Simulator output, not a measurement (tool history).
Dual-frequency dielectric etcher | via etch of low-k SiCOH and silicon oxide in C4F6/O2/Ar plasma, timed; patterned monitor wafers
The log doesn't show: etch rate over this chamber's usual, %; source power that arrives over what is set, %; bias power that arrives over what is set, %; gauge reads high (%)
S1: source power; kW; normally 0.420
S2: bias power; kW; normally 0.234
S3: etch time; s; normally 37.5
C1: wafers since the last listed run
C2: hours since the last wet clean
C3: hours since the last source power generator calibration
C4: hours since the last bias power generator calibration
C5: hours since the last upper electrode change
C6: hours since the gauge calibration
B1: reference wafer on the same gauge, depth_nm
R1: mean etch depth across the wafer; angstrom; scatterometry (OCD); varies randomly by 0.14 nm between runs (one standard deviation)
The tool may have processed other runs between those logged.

run    hour     S1     S2    S3    C1     C2      C3      C4      C5      C6    B1    R1
  1     0.0  0.370  0.234  37.5     0  223.1  3419.3  2939.3   839.7     8.1  91.2   897
  2    71.2  0.420  0.234  29.5  1038  294.3  3490.5  3010.5   910.9    79.3  91.3   734
  3   110.1  0.420  0.234  29.5   567  333.2  3529.4  3049.4   949.8   118.2  91.4   738
      190.4  -- wet clean of the chamber
  4   198.9  0.340  0.234  37.5   945    8.5  3618.2  3138.2  1038.6   207.0  91.3   870
  5   289.5  0.420  0.234  37.5  1321   99.1  3708.8  3228.8  1129.2   297.6  91.3   933
  6   395.2  0.420  0.234  37.5  1541  204.8  3814.5  3334.5  1234.9   403.3  91.3   934
  7   444.5  0.420  0.234  37.5   719  254.1  3863.8  3383.8  1284.2   452.6  91.2   934
  8   550.4  0.450  0.234  37.5  1544  360.0  3969.7  3489.7  1390.1   558.5  91.3   954
      599.7  -- wet clean of the chamber
  9   608.5  0.450  0.234  37.5   497    8.8  4027.8  3547.8  1448.2   616.6  91.2   953
 10   705.5  0.450  0.234  37.5  1415  105.8  4124.8  3644.8  1545.2   713.6  91.3   951
 11   742.4  0.420  0.234  37.5   538  142.7  4161.7  3681.7  1582.1   750.5  91.3   929
 12   821.6  0.380  0.265  37.5  1155  221.9  4240.9  3760.9  1661.3   829.7  91.3   932
 13   884.1  0.420  0.234  30.5   911  284.4  4303.4  3823.4  1723.8   892.2  91.3   756
      905.3  -- source power generator calibrated
 14   956.7  0.420  0.251  42.0  1000  357.0    51.4  3896.0  1796.4   964.8  91.3  1083
     1024.9  -- wet clean of the chamber
     1039.6  -- bias power generator calibrated
 15  1044.5  0.450  0.234  42.0   872   19.6   139.2     4.9  1884.2  1052.6  91.3  1070
 16  1132.4  0.450  0.234  37.5  1282  107.5   227.1    92.8  1972.1  1140.5  91.4   959
 17  1194.3  0.350  0.234  47.5   902  169.4   289.0   154.7  2034.0  1202.4  91.4  1117
 18  1299.5  0.420  0.234  37.5  1534  274.6   394.2   259.9  2139.2  1307.6  91.3   936
     1331.1  -- gauge calibrated
     1381.8  -- upper electrode replaced
     1389.0  -- wet clean of the chamber
 19  1406.7  0.420  0.234  37.5  1109   17.7   501.4   367.1    24.9    75.6  91.4   934
 20  1450.9  0.510  0.176  44.5   644   61.9   545.6   411.3    69.1   119.8  91.2  1104
     1775.9  -- wet clean of the chamber
 21  1776.4  0.420  0.234  37.5  4398    0.5   871.1   736.8   394.6   445.3  91.3   939
 22  1856.5  0.320  0.234  34.0  1168   80.6   951.2   816.9   474.7   525.4  91.3   780
 23  1924.5  0.480  0.234  41.0   991  148.6  1019.2   884.9   542.7   593.4  91.4  1074

Pick out some run-to-run changes in R1. Of each, how much would a tool without hidden state show as well, from the settings, what came in and chance, and how much is left for the hidden state and any gauge scatter not in both results compared?
Run 13 -> 14: S2 0.234 -> 0.251, S3 30.5 -> 42.0, source power generator calibrated. R1 +327 angstrom: hidden state +20, all else +307.
Run 14 -> 15: S1 0.420 -> 0.450, S2 0.251 -> 0.234, wet clean of the chamber, bias power generator calibrated. R1 -13 angstrom: hidden state -16, all else +3.
Run 22 -> 23: S1 0.320 -> 0.480, S3 34.0 -> 41.0. R1 +294 angstrom: hidden state +2, all else +292.

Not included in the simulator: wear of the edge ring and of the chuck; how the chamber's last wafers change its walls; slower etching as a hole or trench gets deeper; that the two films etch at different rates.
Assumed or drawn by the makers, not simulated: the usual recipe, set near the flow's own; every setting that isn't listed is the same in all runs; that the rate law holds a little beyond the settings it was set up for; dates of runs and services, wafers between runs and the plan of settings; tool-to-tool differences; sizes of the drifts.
